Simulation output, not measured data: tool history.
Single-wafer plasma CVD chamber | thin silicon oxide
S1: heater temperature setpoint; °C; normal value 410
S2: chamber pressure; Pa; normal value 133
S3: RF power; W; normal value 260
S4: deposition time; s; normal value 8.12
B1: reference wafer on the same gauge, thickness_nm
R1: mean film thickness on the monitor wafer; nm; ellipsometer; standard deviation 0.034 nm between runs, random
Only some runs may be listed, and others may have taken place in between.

run 1 day=0 | S1=410 S2=133 S3=260 S4=8.12 | B1=13.808 | R1=17.317
run 2 day=0.971 | S1=410 S2=133 S3=260 S4=8.12 | B1=13.794 | R1=17.319
run 3 day=1.508 | S1=410 S2=133 S3=260 S4=8.12 | B1=13.799 | R1=17.345
run 4 day=2.671 | S1=410 S2=133 S3=260 S4=8.12 | B1=13.8 | R1=17.285
run 5 day=3.629 | S1=410 S2=133 S3=260 S4=8.12 | B1=13.803 | R1=17.387
run 6 day=6.104 | S1=410 S2=133 S3=260 S4=8.12 | B1=13.797 | R1=17.33
-- day=7.408 RF generator calibrated
run 7 day=7.429 | S1=410 S2=133 S3=260 S4=8.12 | B1=13.794 | R1=17.759
-- day=8.079 capacitance manometer re-zeroed and calibrated
run 8 day=8.125 | S1=410 S2=133 S3=260 S4=8.12 | B1=13.798 | R1=16.965
run 9 day=10.321 | S1=410 S2=147 S3=260 S4=8.12 | B1=13.806 | R1=18.003
run 10 day=11.083 | S1=410 S2=133 S3=260 S4=7.42 | B1=13.799 | R1=15.491
-- day=12.112 thermocouple changed; heater temperature recalibrated
run 11 day=12.479 | S1=410 S2=133 S3=280 S4=8.12 | B1=13.8 | R1=17.718
-- day=13.071 showerhead replaced
run 12 day=13.175 | S1=423 S2=151 S3=225 S4=8.12 | B1=13.804 | R1=16.669
run 13 day=13.967 | S1=410 S2=133 S3=260 S4=8.12 | B1=13.8 | R1=17.05
run 14 day=14.85 | S1=423 S2=151 S3=225 S4=8.12 | B1=13.801 | R1=16.671
run 15 day=15.633 | S1=396 S2=148 S3=290 S4=7.25 | B1=13.802 | R1=17.32
-- day=15.833 gauge calibrated
run 16 day=16.296 | S1=410 S2=133 S3=260 S4=8.12 | B1=13.8 | R1=16.995
run 17 day=16.912 | S1=396 S2=133 S3=260 S4=8.12 | B1=13.798 | R1=17.037
run 18 day=17.912 | S1=414 S2=133 S3=260 S4=8.74 | B1=13.801 | R1=18.204
run 19 day=22.146 | S1=410 S2=133 S3=220 S4=8.12 | B1=13.797 | R1=15.234
run 20 day=23.512 | S1=418 S2=115 S3=260 S4=9.14 | B1=13.799 | R1=16.855
run 21 day=24.654 | S1=410 S2=103 S3=310 S4=8.12 | B1=13.804 | R1=15.079

Forecast each of these 4 alternatives for the next run:
run A day=24.671 | S1=420 S2=133 S3=260 S4=8.12 | B1=? | R1=?
run B day=24.671 | S1=400 S2=133 S3=295 S4=8.12 | B1=? | R1=?
run C day=24.671 | S1=403 S2=133 S3=260 S4=9.57 | B1=? | R1=?
run D day=24.671 | S1=410 S2=119 S3=260 S4=9.57 | B1=? | R1=?

run=A B1=13.796 R1=16.84
run=B B1=13.796 R1=18.264
run=C B1=13.796 R1=20.033
run=D B1=13.796 R1=18.263
Take away the tool's hidden state, keep each run's random variation, and the runs would have read:
run=A R1=17.035
run=B R1=18.454
run=C R1=20.264
run=D R1=18.441
